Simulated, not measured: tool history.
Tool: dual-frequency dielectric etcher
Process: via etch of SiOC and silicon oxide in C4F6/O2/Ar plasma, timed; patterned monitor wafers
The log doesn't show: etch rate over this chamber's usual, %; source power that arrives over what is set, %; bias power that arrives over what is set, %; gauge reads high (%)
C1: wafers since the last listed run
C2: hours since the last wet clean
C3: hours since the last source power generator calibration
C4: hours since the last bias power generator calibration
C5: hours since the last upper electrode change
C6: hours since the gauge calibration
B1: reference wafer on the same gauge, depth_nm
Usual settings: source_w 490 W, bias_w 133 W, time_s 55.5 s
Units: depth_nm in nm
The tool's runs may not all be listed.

Run 1, hour 0.0: usual settings; C1 0; C2 157.2; C3 2029.7; C4 2100.6; C5 2631.6; C6 466.9; B1 53.5. Result: depth_nm 60.2 nm.
Run 2, hour 28.7: usual settings; C1 475; C2 185.9; C3 2058.4; C4 2129.3; C5 2660.3; C6 495.6; B1 53.6. Result: depth_nm 60.5 nm.
Run 3, hour 120.1: usual settings; C1 1513; C2 277.3; C3 2149.8; C4 2220.7; C5 2751.7; C6 587.0; B1 53.7. Result: depth_nm 61.3 nm.
At hour 157.8: upper electrode replaced.
Run 4, hour 158.3: usual settings; C1 235; C2 315.5; C3 2188.0; C4 2258.9; C5 0.5; C6 625.2; B1 53.7. Result: depth_nm 60.6 nm.
Run 5, hour 158.7: usual settings; C1 6; C2 315.9; C3 2188.4; C4 2259.3; C5 0.9; C6 625.6; B1 53.7. Result: depth_nm 61.1 nm.
Run 6, hour 190.9: usual settings; C1 533; C2 348.1; C3 2220.6; C4 2291.5; C5 33.1; C6 657.8; B1 53.7. Result: depth_nm 61.0 nm.
Run 7, hour 217.1: usual settings; C1 433; C2 374.3; C3 2246.8; C4 2317.7; C5 59.3; C6 684.0; B1 53.8. Result: depth_nm 61.1 nm.
Run 8, hour 230.6: usual settings; C1 223; C2 387.8; C3 2260.3; C4 2331.2; C5 72.8; C6 697.5; B1 53.8. Result: depth_nm 60.8 nm.
Run 9, hour 255.3: usual settings; C1 409; C2 412.5; C3 2285.0; C4 2355.9; C5 97.5; C6 722.2; B1 53.7. Result: depth_nm 60.9 nm.
At hour 281.1: wet clean of the chamber.
Run 10, hour 281.7: usual settings but source_w 580 W; C1 39; C2 0.6; C3 2311.4; C4 2382.3; C5 123.9; C6 748.6; B1 53.7. Result: depth_nm 67.1 nm.
Run 11, hour 305.2: usual settings but time_s 42.5 s; C1 389; C2 24.1; C3 2334.9; C4 2405.8; C5 147.4; C6 772.1; B1 53.7. Result: depth_nm 46.7 nm.
Run 12, hour 335.7: usual settings but bias_w 142 W; C1 505; C2 54.6; C3 2365.4; C4 2436.3; C5 177.9; C6 802.6; B1 53.8. Result: depth_nm 62.1 nm.
At hour 343.8: source power generator calibrated.
Run 13, hour 364.9: usual settings but source_w 610 W, bias_w 158 W, time_s 48.0 s; C1 417; C2 83.8; C3 21.1; C4 2465.5; C5 207.1; C6 831.8; B1 53.7. Result: depth_nm 62.6 nm.
At hour 372.3: gauge calibrated.
Run 14, hour 387.4: usual settings but bias_w 156 W; C1 372; C2 106.3; C3 43.6; C4 2488.0; C5 229.6; C6 15.1; B1 52.4. Result: depth_nm 62.8 nm.
Run 15, hour 414.5: usual settings but source_w 520 W, bias_w 102 W, time_s 42.0 s; C1 448; C2 133.4; C3 70.7; C4 2515.1; C5 256.7; C6 42.2; B1 52.6. Result: depth_nm 42.7 nm.
Run 16, hour 441.7: usual settings; C1 450; C2 160.6; C3 97.9; C4 2542.3; C5 283.9; C6 69.4; B1 52.7. Result: depth_nm 59.9 nm.
Run 17, hour 464.1: usual settings but bias_w 109 W; C1 370; C2 183.0; C3 120.3; C4 2564.7; C5 306.3; C6 91.8; B1 52.9. Result: depth_nm 56.3 nm.
At hour 468.4: bias power generator calibrated.
Run 18, hour 491.5: usual settings but source_w 450 W, bias_w 158 W, time_s 66.0 s; C1 387; C2 210.4; C3 147.7; C4 23.1; C5 333.7; C6 119.2; B1 52.9. Result: depth_nm 71.7 nm.
Run 19, hour 514.1: usual settings but bias_w 103 W, time_s 51.0 s; C1 374; C2 233.0; C3 170.3; C4 45.7; C5 356.3; C6 141.8; B1 53.0. Result: depth_nm 51.3 nm.
Run 20, hour 537.8: usual settings but bias_w 114 W; C1 392; C2 256.7; C3 194.0; C4 69.4; C5 380.0; C6 165.5; B1 53.1. Result: depth_nm 57.4 nm.
Run 21, hour 566.4: usual settings but source_w 610 W, bias_w 158 W, time_s 48.0 s; C1 473; C2 285.3; C3 222.6; C4 98.0; C5 408.6; C6 194.1; B1 53.1. Result: depth_nm 62.1 nm.
Run 22, hour 587.0: usual settings but bias_w 142 W, time_s 65.0 s; C1 341; C2 305.9; C3 243.2; C4 118.6; C5 429.2; C6 214.7; B1 53.2. Result: depth_nm 71.8 nm.
Run 23, hour 621.5: usual settings but source_w 580 W, bias_w 121 W, time_s 61.0 s; C1 571; C2 340.4; C3 277.7; C4 153.1; C5 463.7; C6 249.2; B1 53.2. Result: depth_nm 70.8 nm.
Run 24, hour 635.6: usual settings but source_w 560 W, bias_w 122 W, time_s 42.5 s; C1 233; C2 354.5; C3 291.8; C4 167.2; C5 477.8; C6 263.3; B1 53.2. Result: depth_nm 48.5 nm.
Run 25, hour 650.3: usual settings but bias_w 103 W; C1 243; C2 369.2; C3 306.5; C4 181.9; C5 492.5; C6 278.0; B1 53.4. Result: depth_nm 55.7 nm.
Run 26, hour 673.0: usual settings but bias_w 110 W, time_s 49.0 s; C1 375; C2 391.9; C3 329.2; C4 204.6; C5 515.2; C6 300.7; B1 53.3. Result: depth_nm 50.3 nm.
Run 27, hour 687.4: usual settings but source_w 560 W; C1 238; C2 406.3; C3 343.6; C4 219.0; C5 529.6; C6 315.1; B1 53.4. Result: depth_nm 65.2 nm.
Run 28, hour 715.9: usual settings but source_w 450 W, bias_w 145 W, time_s 60.5 s; C1 471; C2 434.8; C3 372.1; C4 247.5; C5 558.1; C6 343.6; B1 53.5. Result: depth_nm 64.3 nm.
Run 29, hour 739.4: usual settings; C1 389; C2 458.3; C3 395.6; C4 271.0; C5 581.6; C6 367.1; B1 53.5. Result: depth_nm 60.3 nm.
Run 30, hour 773.6: usual settings but source_w 440 W, bias_w 158 W; C1 566; C2 492.5; C3 429.8; C4 305.2; C5 615.8; C6 401.3; B1 53.6. Result: depth_nm 59.8 nm.
Run 31, hour 808.3: usual settings but time_s 44.0 s; C1 574; C2 527.2; C3 464.5; C4 339.9; C5 650.5; C6 436.0; B1 53.5. Result: depth_nm 48.2 nm.

Hidden state or all else? Some run-to-run changes of depth_nm, split into what the settings, what came in and random variation would give without the hidden state, and what is left for the hidden state (with any gauge scatter that isn't in both results):
Run 10 -> 11: source_w 580 -> 490, time_s 55.5 -> 42.5. depth_nm -20.4 nm: hidden state -0.6, all else -19.8.
Run 11 -> 12: bias_w 133 -> 142, time_s 42.5 -> 55.5. depth_nm +15.4 nm: hidden state +0.5, all else +14.9.
Run 13 -> 14: source_w 610 -> 490, bias_w 158 -> 156, time_s 48.0 -> 55.5, gauge calibrated. depth_nm +0.2 nm: hidden state -1.5, all else +1.7.
Run 18 -> 19: source_w 450 -> 490, bias_w 158 -> 103, time_s 66.0 -> 51.0. depth_nm -20.4 nm: hidden state -0.1, all else -20.3.
Run 23 -> 24: source_w 580 -> 560, bias_w 121 -> 122, time_s 61.0 -> 42.5. depth_nm -22.3 nm: hidden state -0.2, all else -22.1.

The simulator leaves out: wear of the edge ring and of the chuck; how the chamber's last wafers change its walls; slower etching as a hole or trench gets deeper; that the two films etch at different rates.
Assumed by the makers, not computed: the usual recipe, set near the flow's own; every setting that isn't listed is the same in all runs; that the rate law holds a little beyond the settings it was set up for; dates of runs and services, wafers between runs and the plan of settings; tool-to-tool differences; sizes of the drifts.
